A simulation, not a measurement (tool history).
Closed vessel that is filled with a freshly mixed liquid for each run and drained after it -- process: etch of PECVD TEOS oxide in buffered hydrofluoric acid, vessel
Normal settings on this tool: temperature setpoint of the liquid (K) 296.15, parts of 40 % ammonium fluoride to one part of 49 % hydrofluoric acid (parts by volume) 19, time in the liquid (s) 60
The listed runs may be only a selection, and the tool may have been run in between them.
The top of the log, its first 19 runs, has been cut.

run,hour,temperature setpoint of the liquid (K),parts of 40 % ammonium fluoride to one part of 49 % hydrofluoric acid (parts by volume),time in the liquid (s),"read-back film thickness of the PECVD TEOS oxide reference wafer, read on the same gauge (nm)",thickness taken off the PECVD TEOS oxide on a monitor wafer (angstrom)
20,242.6,296.15,23,95,130,850.2
21,272.9,296.15,19,60,129.99,623.8
22,283.4,291.15,24,50,129.99,327
23,290.1,296.15,19,40,130,416.6
24,298.1,299.65,19,45,129.97,566.9
25,316.1,292.15,26.5,85,130,550.9
26,325.6,294.15,24,95,129.98,747.6
27,334.8,296.15,19,60,129.97,625.8
28,340.9,293.65,19,50,130.01,452.9
29,348.2,298.65,24,50,130,503.9
30,358.2,296.15,14,75,130,1059.1
31,368.2,292.15,19,60,129.98,502.4
32,381.7,296.15,19,60,129.99,624.4
33,394.1,300.15,23.5,80,130,880.6
34,403.1,292.65,19,35,130.01,298.9

Predict each of these 3 candidate next runs independently; none follows another, all start after run 34:
A,403.8,296.15,19,50,?,?
B,403.8,297.65,19,35,?,?
C,403.8,296.15,23.5,85,?,?

run,"read-back film thickness of the PECVD TEOS oxide reference wafer, read on the same gauge (nm)",thickness taken off the PECVD TEOS oxide on a monitor wafer (angstrom)
A,130,523.1
B,130,397.5
C,130,756.5
Without the tool's unlogged condition, the same runs would have read:
run,thickness taken off the PECVD TEOS oxide on a monitor wafer (angstrom)
A,523.1
B,397.5
C,756.5
